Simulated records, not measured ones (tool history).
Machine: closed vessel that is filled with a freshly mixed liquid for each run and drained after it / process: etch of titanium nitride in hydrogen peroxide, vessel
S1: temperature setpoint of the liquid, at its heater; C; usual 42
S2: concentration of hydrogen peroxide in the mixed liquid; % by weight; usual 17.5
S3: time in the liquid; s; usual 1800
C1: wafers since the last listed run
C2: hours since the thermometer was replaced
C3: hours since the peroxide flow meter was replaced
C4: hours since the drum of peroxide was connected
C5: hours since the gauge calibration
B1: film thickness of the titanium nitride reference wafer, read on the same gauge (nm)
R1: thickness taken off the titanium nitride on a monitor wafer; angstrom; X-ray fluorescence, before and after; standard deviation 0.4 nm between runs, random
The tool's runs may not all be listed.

run	hour	S1	S2	S3	C1	C2	C3	C4	C5	B1	R1
1	0	42	17.5	1800	0	1587.6	2215.1	407.6	253.9	39.97	493.3
2	55	42	17.5	1800	2193	1642.6	2270.1	462.6	308.9	40.01	497
3	104.2	42	17.5	1800	1962	1691.8	2319.3	511.8	358.1	40.02	492.5
4	158.9	48.5	17.5	1505	2181	1746.5	2374	566.5	412.8	40.02	676.5
5	183.6	42	17.5	1800	985	1771.2	2398.7	591.2	437.5	40.02	504.2
6	243.1	42	17.5	1800	2373	1830.7	2458.2	650.7	497	40	505.7
7	271.1	42	15.5	2440	1116	1858.7	2486.2	678.7	525	40.02	670.7
8	296	42	15.5	2440	993	1883.6	2511.1	703.6	549.9	39.97	663
9	335.6	42	13.5	1400	1579	1923.2	2550.7	743.2	589.5	39.99	372.4
# hour 387.3: peroxide flow meter replaced
10	395.7	42	13.5	1400	2357	1983.3	8.4	803.3	649.6	39.98	367
11	446.5	42	17.5	1800	2026	2034.1	59.2	854.1	700.4	40.03	507.5
12	482.9	42	17.5	1800	1451	2070.5	95.6	890.5	736.8	39.99	508.3
13	523.9	51	17.5	2550	1635	2111.5	136.6	931.5	777.8	39.98	1411.2
14	561.4	48.5	22	1080	1495	2149	174.1	969	815.3	40.01	517.9
# hour 585.8: thermometer replaced
15	642.6	47	21.5	1425	3199	56.8	255.3	1050.2	896.5	40	544.3
# hour 671: gauge calibrated
16	676.1	33.5	22.5	1515	1336	90.3	288.8	1083.7	5.1	40	205.1
17	738.9	42	15.5	1800	2504	153.1	351.6	1146.5	67.9	40.01	439.7
18	793.2	49.5	17.5	2180	2165	207.4	405.9	1200.8	122.2	39.97	967
19	826.8	42	17.5	1800	1340	241	439.5	1234.4	155.8	39.99	458.8
20	856.3	42	15	1800	1176	270.5	469	1263.9	185.3	40.03	443.2
# hour 875.7: new drum of peroxide connected
21	911.2	47	22.5	2670	2149	325.4	523.9	35.5	240.2	40.02	1053.9
22	970.4	48.5	16	1800	2361	384.6	583.1	94.7	299.4	40.01	733.4
23	1009.3	42	17.5	1135	1551	423.5	622	133.6	338.3	39.97	292
24	1049.6	42	17.5	1800	1607	463.8	662.3	173.9	378.6	39.97	457.7
25	1098.1	48.5	17.5	2830	1934	512.3	710.8	222.4	427.1	40.02	1180.1

Exercise: give the hidden state of the tool at every run:
peroxide flow below the setpoint (%): 0 at every run
peroxide weaker than its label (%): 0 at every run
gauge reads high (%): 0 at every run
H1: liquid hotter than its thermometer reads (K)
run	H1
1	1.51
2	1.56
3	1.6
4	1.65
5	1.68
6	1.73
7	1.75
8	1.78
9	1.81
10	1.87
11	1.91
12	1.95
13	1.98
14	2.02
15	0.287
16	0.317
17	0.373
18	0.422
19	0.452
20	0.479
21	0.528
22	0.581
23	0.616
24	0.652
25	0.696
